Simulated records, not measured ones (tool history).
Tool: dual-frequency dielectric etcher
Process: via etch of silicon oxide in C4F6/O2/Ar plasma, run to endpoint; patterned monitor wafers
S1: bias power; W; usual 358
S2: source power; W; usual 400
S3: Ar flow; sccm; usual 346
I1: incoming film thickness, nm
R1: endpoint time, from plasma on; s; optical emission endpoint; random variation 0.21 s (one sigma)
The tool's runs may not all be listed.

{"run": 1, "hour": 0.0, "S1": 358, "S2": 470, "S3": 311, "I1": 126.2, "R1": 28.6}
{"run": 2, "hour": 9.6, "S1": 358, "S2": 470, "S3": 311, "I1": 124.5, "R1": 28.2}
{"run": 3, "hour": 23.0, "S1": 379, "S2": 400, "S3": 346, "I1": 124.8, "R1": 29.1}
{"run": 4, "hour": 37.4, "S1": 379, "S2": 400, "S3": 346, "I1": 124.0, "R1": 29.0}
{"hour": 66.2, "done": "wet clean of the chamber"}
{"run": 5, "hour": 66.7, "S1": 358, "S2": 400, "S3": 346, "I1": 125.3, "R1": 32.0}
{"run": 6, "hour": 69.2, "S1": 358, "S2": 330, "S3": 346, "I1": 124.7, "R1": 33.5}
{"run": 7, "hour": 78.4, "S1": 358, "S2": 330, "S3": 346, "I1": 125.3, "R1": 33.2}
{"run": 8, "hour": 91.3, "S1": 358, "S2": 320, "S3": 346, "I1": 125.0, "R1": 33.7}
{"hour": 105.5, "done": "source power generator calibrated"}
{"run": 9, "hour": 106.0, "S1": 358, "S2": 400, "S3": 265, "I1": 125.2, "R1": 30.6}
{"run": 10, "hour": 122.6, "S1": 440, "S2": 480, "S3": 346, "I1": 125.3, "R1": 27.3}
{"run": 11, "hour": 138.5, "S1": 358, "S2": 400, "S3": 346, "I1": 125.1, "R1": 31.4}
{"run": 12, "hour": 145.0, "S1": 358, "S2": 400, "S3": 276, "I1": 125.0, "R1": 30.7}
{"run": 13, "hour": 159.4, "S1": 358, "S2": 400, "S3": 346, "I1": 125.8, "R1": 32.2}
{"run": 14, "hour": 185.7, "S1": 290, "S2": 320, "S3": 267, "I1": 124.6, "R1": 35.8}
{"run": 15, "hour": 196.2, "S1": 436, "S2": 400, "S3": 346, "I1": 125.3, "R1": 28.3}
{"run": 16, "hour": 208.0, "S1": 290, "S2": 320, "S3": 267, "I1": 126.2, "R1": 36.2}
{"run": 17, "hour": 225.9, "S1": 270, "S2": 310, "S3": 370, "I1": 125.1, "R1": 38.7}
{"hour": 234.7, "done": "bias power generator calibrated"}
{"hour": 243.3, "done": "Ar flow controller replaced"}
{"run": 18, "hour": 243.8, "S1": 358, "S2": 430, "S3": 324, "I1": 124.5, "R1": 30.2}
{"run": 19, "hour": 254.8, "S1": 358, "S2": 440, "S3": 412, "I1": 124.5, "R1": 31.4}
{"run": 20, "hour": 269.6, "S1": 294, "S2": 490, "S3": 410, "I1": 125.0, "R1": 33.7}
{"run": 21, "hour": 284.3, "S1": 335, "S2": 350, "S3": 386, "I1": 123.8, "R1": 33.7}
{"run": 22, "hour": 295.6, "S1": 358, "S2": 430, "S3": 385, "I1": 124.3, "R1": 30.4}
{"run": 23, "hour": 302.4, "S1": 358, "S2": 470, "S3": 311, "I1": 125.1, "R1": 29.6}
{"run": 24, "hour": 310.2, "S1": 292, "S2": 490, "S3": 311, "I1": 126.4, "R1": 32.9}
{"run": 25, "hour": 319.6, "S1": 358, "S2": 400, "S3": 346, "I1": 125.8, "R1": 31.2}
{"run": 26, "hour": 332.7, "S1": 358, "S2": 470, "S3": 311, "I1": 124.9, "R1": 29.3}
{"run": 27, "hour": 341.8, "S1": 358, "S2": 400, "S3": 346, "I1": 125.2, "R1": 31.1}
{"run": 28, "hour": 355.1, "S1": 358, "S2": 340, "S3": 407, "I1": 123.7, "R1": 32.6}
{"run": 29, "hour": 371.7, "S1": 358, "S2": 400, "S3": 346, "I1": 123.0, "R1": 30.6}

Forecast each of these 4 alternatives for the next run:
{"run": "A", "hour": 372.1, "S1": 358, "S2": 350, "S3": 346, "I1": 125.4, "R1": "?"}
{"run": "B", "hour": 372.1, "S1": 358, "S2": 460, "S3": 346, "I1": 125.4, "R1": "?"}
{"run": "C", "hour": 372.1, "S1": 389, "S2": 330, "S3": 346, "I1": 125.4, "R1": "?"}
{"run": "D", "hour": 372.1, "S1": 422, "S2": 500, "S3": 374, "I1": 125.4, "R1": "?"}

run=A R1=31.9
run=B R1=29.9
run=C R1=31.0
run=D R1=27.2
Without the tool's hidden state the same runs would have given:
run=A R1=33.1
run=B R1=31.1
run=C R1=32.2
run=D R1=28.3
